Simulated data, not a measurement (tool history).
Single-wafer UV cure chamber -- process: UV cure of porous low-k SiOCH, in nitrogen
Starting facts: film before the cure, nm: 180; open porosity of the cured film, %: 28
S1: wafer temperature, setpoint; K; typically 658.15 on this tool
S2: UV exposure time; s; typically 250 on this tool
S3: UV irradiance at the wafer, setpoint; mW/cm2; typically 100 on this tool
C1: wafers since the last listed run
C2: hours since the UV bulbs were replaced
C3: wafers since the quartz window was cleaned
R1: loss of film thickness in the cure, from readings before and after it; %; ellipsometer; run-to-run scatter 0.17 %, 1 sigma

| run | hour | S1 | S2 | S3 | C1 | C2 | C3 | R1 |
|---|---|---|---|---|---|---|---|---|
| 1 | 0.0 | 658.15 | 250 | 100 | 0 | 2386.3 | 936 | 13.101 |
| 2 | 101.5 | 658.15 | 250 | 100 | 615 | 2487.8 | 1552 | 12.710 |
| 3 | 136.7 | 658.15 | 130 | 100 | 213 | 2523.0 | 1765 | 9.316 |
| 4 | 173.0 | 658.15 | 130 | 100 | 220 | 2559.3 | 1985 | 9.093 |
| 5 | 240.2 | 658.15 | 250 | 100 | 407 | 2626.5 | 2392 | 12.150 |
| 6 | 311.0 | 658.15 | 250 | 100 | 429 | 2697.3 | 2822 | 11.558 |
| 7 | 355.8 | 658.15 | 140 | 88 | 271 | 2742.1 | 3093 | 7.899 |
| 8 | 391.9 | 643.15 | 250 | 81 | 218 | 2778.2 | 3312 | 9.574 |
|  | 441.1 | quartz window cleaned |
|  | 517.3 | UV bulbs replaced |
| 9 | 552.3 | 643.15 | 250 | 81 | 875 | 35.0 | 625 | 13.601 |
| 10 | 577.5 | 677.15 | 300 | 100 | 152 | 60.2 | 778 | 15.786 |
| 11 | 609.2 | 658.15 | 250 | 135 | 192 | 91.9 | 970 | 16.109 |
| 12 | 640.7 | 658.15 | 185 | 90 | 190 | 123.4 | 1161 | 12.461 |
| 13 | 666.7 | 642.15 | 115 | 86 | 157 | 149.4 | 1319 | 9.500 |
| 14 | 715.3 | 677.15 | 300 | 100 | 294 | 198.0 | 1613 | 15.743 |
| 15 | 775.6 | 658.15 | 250 | 138 | 365 | 258.3 | 1979 | 15.891 |
| 16 | 806.6 | 658.15 | 250 | 100 | 187 | 289.3 | 2167 | 14.318 |
| 17 | 836.3 | 658.15 | 250 | 100 | 180 | 319.0 | 2347 | 13.960 |
| 18 | 879.4 | 675.15 | 250 | 137 | 261 | 362.1 | 2608 | 16.025 |
| 19 | 914.1 | 644.15 | 190 | 131 | 210 | 396.8 | 2818 | 13.401 |

For some of the steps in R1 from one run to the next: how much would appear even if the tool had no hidden state, given the settings, what came in and random variation, and how much remains for the hidden state plus any gauge scatter that the measured result and the result without hidden state don't share?
Hidden conditions of the tool in this case: lamp output below its setpoint, %; transmission lost against a clean window, %.
Run 8 -> 9: quartz window cleaned, UV bulbs replaced. R1 +4.027 %: hidden state +3.580, all else +0.447.
Run 13 -> 14: S1 642.15 -> 677.15, S2 115 -> 300, S3 86 -> 100. R1 +6.243 %: hidden state -0.164, all else +6.407.
